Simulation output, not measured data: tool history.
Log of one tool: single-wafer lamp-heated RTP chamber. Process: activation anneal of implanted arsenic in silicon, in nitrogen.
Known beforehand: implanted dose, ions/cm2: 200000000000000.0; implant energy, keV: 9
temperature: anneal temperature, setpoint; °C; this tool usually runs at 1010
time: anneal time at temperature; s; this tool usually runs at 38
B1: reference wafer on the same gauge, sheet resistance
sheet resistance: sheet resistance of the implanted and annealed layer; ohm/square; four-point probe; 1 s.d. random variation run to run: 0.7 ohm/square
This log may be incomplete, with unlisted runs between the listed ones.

Run 1, hour 0: usual settings; B1 528.96. Result: sheet resistance 465.11 ohm/square.
Run 2, hour 17.3: usual settings but temperature 1032 °C; B1 528.9. Result: sheet resistance 456.06 ohm/square.
Run 3, hour 31.3: usual settings but temperature 1032 °C; B1 528.92. Result: sheet resistance 455.1 ohm/square.
Run 4, hour 39.1: usual settings but temperature 1032 °C; B1 529.27. Result: sheet resistance 455.37 ohm/square.
Run 5, hour 46.1: usual settings but temperature 996 °C; B1 528.74. Result: sheet resistance 470.51 ohm/square.
Run 6, hour 61.6: usual settings but temperature 996 °C; B1 529.01. Result: sheet resistance 469.66 ohm/square.
Run 7, hour 76.4: usual settings but temperature 996 °C; B1 529.04. Result: sheet resistance 470.8 ohm/square.
Run 8, hour 82.5: usual settings but temperature 1003 °C; B1 529.42. Result: sheet resistance 466.19 ohm/square.
At hour 98.5: pyrometer window cleaned and pyrometer calibrated.
Run 9, hour 99: usual settings but temperature 1019 °C; B1 528.64. Result: sheet resistance 464.36 ohm/square.
Run 10, hour 106.8: usual settings but temperature 1019 °C; B1 528.58. Result: sheet resistance 464.21 ohm/square.
At hour 120.5: reflector plate cleaned.
Run 11, hour 122.7: usual settings but temperature 1019 °C; B1 528.79. Result: sheet resistance 465.04 ohm/square.
Run 12, hour 135.1: usual settings; B1 528.84. Result: sheet resistance 467.81 ohm/square.
At hour 145.7: gauge calibrated.
Run 13, hour 151.8: usual settings; B1 528.99. Result: sheet resistance 466.33 ohm/square.
Run 14, hour 160.5: usual settings but temperature 981 °C, time 26 s; B1 528.7. Result: sheet resistance 480.57 ohm/square.
Run 15, hour 177.6: usual settings but temperature 1001 °C, time 60 s; B1 528.94. Result: sheet resistance 463.19 ohm/square.
Run 16, hour 194.7: usual settings but temperature 1019 °C, time 28 s; B1 529.12. Result: sheet resistance 469.51 ohm/square.
Run 17, hour 201.7: usual settings; B1 529.27. Result: sheet resistance 466.56 ohm/square.
Run 18, hour 210.9: usual settings but temperature 991 °C, time 53 s; B1 528.87. Result: sheet resistance 470.62 ohm/square.
Run 19, hour 228.7: usual settings but temperature 1026 °C, time 56 s; B1 528.93. Result: sheet resistance 453.42 ohm/square.
Run 20, hour 235.3: usual settings but temperature 984 °C, time 23 s; B1 528.96. Result: sheet resistance 480.83 ohm/square.
Run 21, hour 253.3: usual settings but temperature 1035 °C, time 18 s; B1 528.76. Result: sheet resistance 469.36 ohm/square.
Run 22, hour 260.5: usual settings but temperature 989 °C, time 22 s; B1 529.01. Result: sheet resistance 479.51 ohm/square.
Run 23, hour 270.9: usual settings but temperature 995 °C, time 55 s; B1 529.12. Result: sheet resistance 466.57 ohm/square.
Run 24, hour 280.4: usual settings but temperature 1019 °C, time 28 s; B1 529.06. Result: sheet resistance 468.12 ohm/square.
At hour 290.7: gauge calibrated.
Run 25, hour 292.9: usual settings; B1 529.17. Result: sheet resistance 467.46 ohm/square.

How would selected steps in sheet resistance from run to run divide? Give the signed amount a tool lacking its hidden state would still show from settings, what came in and random variation, and the signed amount left for the hidden state, including any gauge scatter that is not in both of the compared results.
The hidden state here: true wafer temperature minus pyrometer reading, K; wafer temperature error from the tarnished reflector plate, K; gauge reads high (%).
Run 8 -> 9: temperature 1003 -> 1019, pyrometer window cleaned and pyrometer calibrated. sheet resistance -1.83 ohm/square: hidden state +4.46, all else -6.29.
Run 14 -> 15: temperature 981 -> 1001, time 26 -> 60. sheet resistance -17.38 ohm/square: hidden state -0.79, all else -16.59.
Run 19 -> 20: temperature 1026 -> 984, time 56 -> 23. sheet resistance +27.41 ohm/square: hidden state +1.26, all else +26.15.

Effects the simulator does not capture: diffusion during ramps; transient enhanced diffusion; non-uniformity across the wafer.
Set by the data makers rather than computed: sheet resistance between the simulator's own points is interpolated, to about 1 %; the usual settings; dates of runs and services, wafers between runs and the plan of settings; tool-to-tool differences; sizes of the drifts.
